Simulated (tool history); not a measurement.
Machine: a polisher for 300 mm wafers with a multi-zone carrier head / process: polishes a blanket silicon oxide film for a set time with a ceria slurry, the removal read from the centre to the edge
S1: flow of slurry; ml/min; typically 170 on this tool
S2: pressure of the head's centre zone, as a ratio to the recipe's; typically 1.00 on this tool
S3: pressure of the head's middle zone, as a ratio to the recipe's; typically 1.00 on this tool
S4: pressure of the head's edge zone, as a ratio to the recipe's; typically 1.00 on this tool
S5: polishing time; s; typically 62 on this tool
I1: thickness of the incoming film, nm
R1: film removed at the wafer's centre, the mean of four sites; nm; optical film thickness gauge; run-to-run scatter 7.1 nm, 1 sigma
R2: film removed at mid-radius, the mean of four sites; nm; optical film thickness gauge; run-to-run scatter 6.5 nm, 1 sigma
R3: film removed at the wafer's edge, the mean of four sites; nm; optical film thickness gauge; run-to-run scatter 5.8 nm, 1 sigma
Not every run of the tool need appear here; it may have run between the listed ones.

Run 1, hour 0.0: usual settings but S1 205 ml/min, S5 54 s; I1 1345.6. Result: R1 514.1 nm, R2 515.7 nm, R3 515.5 nm.
At hour 19.5: carrier head's membrane replaced by a new one.
Run 2, hour 49.7: usual settings but S5 71 s; I1 1348.1. Result: R1 654.6 nm, R2 653.5 nm, R3 672.6 nm.
Run 3, hour 90.5: usual settings but S1 190 ml/min; I1 1351.5. Result: R1 562.5 nm, R2 578.0 nm, R3 600.1 nm.
Run 4, hour 154.3: usual settings but S1 220 ml/min, S3 1.07, S5 53 s; I1 1343.0. Result: R1 497.6 nm, R2 545.1 nm, R3 521.4 nm.
Run 5, hour 203.0: usual settings; I1 1362.0. Result: R1 550.5 nm, R2 571.5 nm, R3 596.5 nm.
At hour 204.6: slurry nozzle cleaned.
Run 6, hour 264.0: usual settings; I1 1353.6. Result: R1 550.7 nm, R2 573.1 nm, R3 594.0 nm.
Run 7, hour 321.6: usual settings; I1 1354.3. Result: R1 525.4 nm, R2 574.7 nm, R3 582.0 nm.
At hour 389.7: worn pad replaced by a new one, of another model than before.
At hour 461.8: centre zone pressure recalibrated.
Run 8, hour 533.4: usual settings; I1 1354.7. Result: R1 574.8 nm, R2 570.8 nm, R3 585.3 nm.
Run 9, hour 562.9: usual settings but S2 0.90, S3 0.90, S4 1.03, S5 73 s; I1 1375.7. Result: R1 620.5 nm, R2 611.0 nm, R3 691.4 nm.
At hour 602.3: edge zone pressure recalibrated.
Run 10, hour 631.2: usual settings but S1 190 ml/min; I1 1350.2. Result: R1 572.1 nm, R2 578.3 nm, R3 603.9 nm.
Run 11, hour 667.7: usual settings; I1 1349.9. Result: R1 555.4 nm, R2 566.3 nm, R3 586.3 nm.
At hour 768.8: slurry nozzle cleaned.
Run 12, hour 848.6: usual settings but S3 0.95; I1 1362.5. Result: R1 539.4 nm, R2 541.1 nm, R3 589.5 nm.
Run 13, hour 902.7: usual settings but S2 1.03, S4 1.11; I1 1372.0. Result: R1 555.2 nm, R2 559.3 nm, R3 606.0 nm.
At hour 913.7: worn pad replaced by a new one.
At hour 962.9: centre zone pressure recalibrated.
Run 14, hour 967.8: usual settings but S1 220 ml/min; I1 1359.1. Result: R1 600.7 nm, R2 594.8 nm, R3 605.7 nm.
Run 15, hour 998.1: usual settings but S2 0.95; I1 1347.6. Result: R1 560.0 nm, R2 569.0 nm, R3 584.4 nm.
Run 16, hour 1043.2: usual settings but S2 0.90, S3 1.07; I1 1365.9. Result: R1 526.3 nm, R2 616.0 nm, R3 587.6 nm.
Run 17, hour 1098.2: usual settings but S2 1.09; I1 1352.0. Result: R1 612.4 nm, R2 564.6 nm, R3 590.4 nm.
Run 18, hour 1142.8: usual settings but S2 1.11, S3 1.05; I1 1351.9. Result: R1 627.5 nm, R2 592.0 nm, R3 581.4 nm.
Run 19, hour 1211.9: usual settings but S2 1.06; I1 1352.1. Result: R1 601.2 nm, R2 569.0 nm, R3 582.5 nm.
At hour 1343.4: slurry nozzle cleaned.
Run 20, hour 1351.1: usual settings but S2 1.06, S3 0.92, S5 46 s; I1 1352.6. Result: R1 429.1 nm, R2 393.9 nm, R3 429.7 nm.
At hour 1391.9: worn pad replaced by a new one.
Run 21, hour 1420.5: usual settings but S2 1.05, S3 1.11, S5 51 s; I1 1350.3. Result: R1 467.8 nm, R2 521.2 nm, R3 482.1 nm.
Run 22, hour 1450.1: usual settings but S1 110 ml/min; I1 1334.6. Result: R1 502.0 nm, R2 535.6 nm, R3 561.6 nm.

What if the next run were any one of these 4? Each begins from the tool's condition after run 22:
Run A, hour 1450.5: usual settings; I1 1352.2. Result: R1 ?, R2 ?, R3 ?.
Run B, hour 1450.5: usual settings but S1 130 ml/min; I1 1352.2. Result: R1 ?, R2 ?, R3 ?.
Run C, hour 1450.5: usual settings but S2 0.92, S3 0.90, S4 0.88; I1 1352.2. Result: R1 ?, R2 ?, R3 ?.
Run D, hour 1450.5: usual settings but S5 48 s; I1 1352.2. Result: R1 ?, R2 ?, R3 ?.

run     R1     R2     R3
  A  537.6  566.9  585.5
  B  513.6  544.5  568.7
  C  499.4  519.3  564.8
  D  416.2  438.9  453.3
Without the tool's unlogged condition, the same runs would have read:
run     R1     R2     R3
  A  584.4  566.7  585.5
  B  558.4  544.3  568.7
  C  543.3  519.1  564.8
  D  452.4  438.7  453.3
